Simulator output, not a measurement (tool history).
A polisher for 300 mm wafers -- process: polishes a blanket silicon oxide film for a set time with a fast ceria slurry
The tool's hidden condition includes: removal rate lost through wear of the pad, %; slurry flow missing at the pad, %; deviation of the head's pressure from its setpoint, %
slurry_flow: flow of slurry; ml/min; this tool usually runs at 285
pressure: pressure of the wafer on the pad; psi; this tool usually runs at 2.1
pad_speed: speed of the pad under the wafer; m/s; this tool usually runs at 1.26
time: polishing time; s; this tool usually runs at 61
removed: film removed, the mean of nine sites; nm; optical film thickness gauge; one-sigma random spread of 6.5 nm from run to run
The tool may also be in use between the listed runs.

run     day  slurry_flow  pressure  pad_speed  time  wafers since the last listed run  wafers polished on this pad  hours since the slurry nozzle was cleaned  hours since the head pressure was calibrated  incoming thickness of the incoming film, nm  removed
  1   0.000          245       2.1       1.26    61                                 0                         1534                                      216.2                                         498.0                                       2668.3    764.2
  2   0.521          285       2.1       1.26    61                               123                         1658                                      228.7                                         510.5                                       2661.2    786.7
  3   1.058          285       2.1       1.36    70                               127                         1785                                      241.6                                         523.4                                       2628.8    975.9
  4   1.721          285       2.1       1.36    70                               157                         1942                                      257.5                                         539.3                                       2682.4    955.7
  5   2.638          285       2.1       1.36    70                               217                         2160                                      279.5                                         561.3                                       2672.0    970.4
      3.083  -- worn pad replaced by a new one
  6   3.621          285       2.1       1.26    61                               193                          127                                      303.1                                         584.9                                       2662.7    810.6
  7   4.908          285       2.1       1.26    61                               305                          432                                      334.0                                         615.8                                       2602.6    797.1
  8   7.092          285       2.1       1.26    61                               517                          950                                      386.4                                         668.2                                       2651.2    787.7
  9   7.979          285       2.1       1.26    61                               210                         1160                                      407.7                                         689.5                                       2655.4    778.9
 10   9.117          285       2.1       1.26    74                               269                         1430                                      435.0                                         716.8                                       2642.8    939.3
 11  10.183          285       2.1       1.26    74                               252                         1683                                      460.6                                         742.4                                       2620.7    936.9
 12  11.167          285       2.1       1.26    74                               233                         1916                                      484.2                                         766.0                                       2651.5    948.9
     11.479  -- worn pad replaced by a new one
 13  12.554          285       2.6       1.26    61                               289                          255                                      517.5                                         799.3                                       2681.5    991.9
 14  13.812          285       2.3       1.26    61                               298                          553                                      547.7                                         829.5                                       2655.1    873.1
 15  15.200          230       2.5       1.26    61                               328                          882                                      581.0                                         862.8                                       2662.4    924.1
 16  16.188          230       2.5       1.26    61                               234                         1116                                      604.7                                         886.5                                       2645.0    906.0
 17  17.388          285       2.1       1.46    77                               284                         1400                                      633.5                                         915.3                                       2632.2   1158.1
 18  17.933          285       2.1       1.36    70                               129                         1530                                      646.6                                         928.4                                       2590.4    971.2
 19  21.083          255       2.6       1.60    72                               746                         2276                                      722.2                                        1004.0                                       2586.5   1430.1
     21.321  -- worn pad replaced by a new one
 20  22.488          200       2.1       0.84    61                               293                          276                                      755.9                                        1037.7                                       2644.5    506.4
     22.646  -- slurry nozzle cleaned
 21  23.662          285       2.1       1.26    61                               268                          545                                       24.4                                        1065.9                                       2617.6    791.5
 22  25.133          285       2.1       1.26    76                               348                          894                                       59.7                                        1101.2                                       2656.8    989.6
 23  25.767          195       1.5       1.26    61                               150                         1044                                       74.9                                        1116.4                                       2574.1    530.5
 24  26.704          285       1.5       0.86    46                               222                         1266                                       97.4                                        1138.9                                       2654.8    285.3
 25  27.567          285       2.1       1.26    68                               204                         1470                                      118.1                                        1159.6                                       2618.5    875.0
 26  28.196          225       2.1       1.26    71                               149                         1619                                      133.2                                        1174.7                                       2646.3    884.9
     29.167  -- head pressure recalibrated
     30.438  -- worn pad replaced by a new one
 27  30.975          285       2.1       1.10    61                               599                          127                                      199.9                                          43.4                                       2607.7    700.4
 28  32.471          340       1.5       1.14    61                               354                          481                                      235.8                                          79.3                                       2606.6    527.8
 29  33.933          285       2.1       0.84    61                               346                          828                                      270.9                                         114.4                                       2578.9    517.5
 30  34.783          200       2.1       1.26    61                               201                         1029                                      291.3                                         134.8                                       2657.4    758.8
 31  36.275          285       2.1       1.26    75                               353                         1383                                      327.1                                         170.6                                       2658.2    961.9
 32  37.554          285       2.1       1.26    74                               303                         1686                                      357.8                                         201.3                                       2623.7    948.1
 33  38.088          285       1.7       1.26    61                               126                         1812                                      370.6                                         214.1                                       2653.4    632.2
 34  39.104          285       2.3       1.26    68                               240                         2053                                      395.0                                         238.5                                       2608.2    957.6
     39.329  -- worn pad replaced by a new one
 35  40.129          285       2.1       1.26    61                               203                          189                                      419.6                                         263.1                                       2626.6    795.0
 36  41.592          330       2.5       1.12    61                               346                          535                                      454.7                                         298.2                                       2582.2    845.0
 37  42.688          285       1.7       1.26    70                               259                          795                                      481.0                                         324.5                                       2634.6    718.5

Hidden condition of the tool, last listed run before each entry between runs versus first listed run after:
In the gap between runs 5 and 6: worn pad replaced by a new one (day 3.083)
  removal rate lost through wear of the pad, %: 4.01 -> 1.04
  difference, measured minus the result without the unlogged condition, removed: -40.6 -> -8.5 nm
In the gap between runs 12 and 13: worn pad replaced by a new one (day 11.479)
  removal rate lost through wear of the pad, %: 4.22 -> 1.28
  difference, measured minus the result without the unlogged condition, removed: -41.8 -> -12.9 nm
In the gap between runs 19 and 20: worn pad replaced by a new one (day 21.321)
  removal rate lost through wear of the pad, %: 4.03 -> 1.84
  difference, measured minus the result without the unlogged condition, removed: -60.0 -> -9.5 nm
In the gap between runs 20 and 21: slurry nozzle cleaned (day 22.646)
  removal rate lost through wear of the pad, %: 1.84 -> 2.73
  difference, measured minus the result without the unlogged condition, removed: -9.5 -> -22.2 nm
In the gap between runs 26 and 27: head pressure recalibrated (day 29.167); worn pad replaced by a new one (day 30.438)
  removal rate lost through wear of the pad, %: 4.23 -> 1.24
  difference, measured minus the result without the unlogged condition, removed: -39.1 -> -8.8 nm
In the gap between runs 34 and 35: worn pad replaced by a new one (day 39.329)
  removal rate lost through wear of the pad, %: 4.47 -> 1.35
  difference, measured minus the result without the unlogged condition, removed: -44.8 -> -10.9 nm

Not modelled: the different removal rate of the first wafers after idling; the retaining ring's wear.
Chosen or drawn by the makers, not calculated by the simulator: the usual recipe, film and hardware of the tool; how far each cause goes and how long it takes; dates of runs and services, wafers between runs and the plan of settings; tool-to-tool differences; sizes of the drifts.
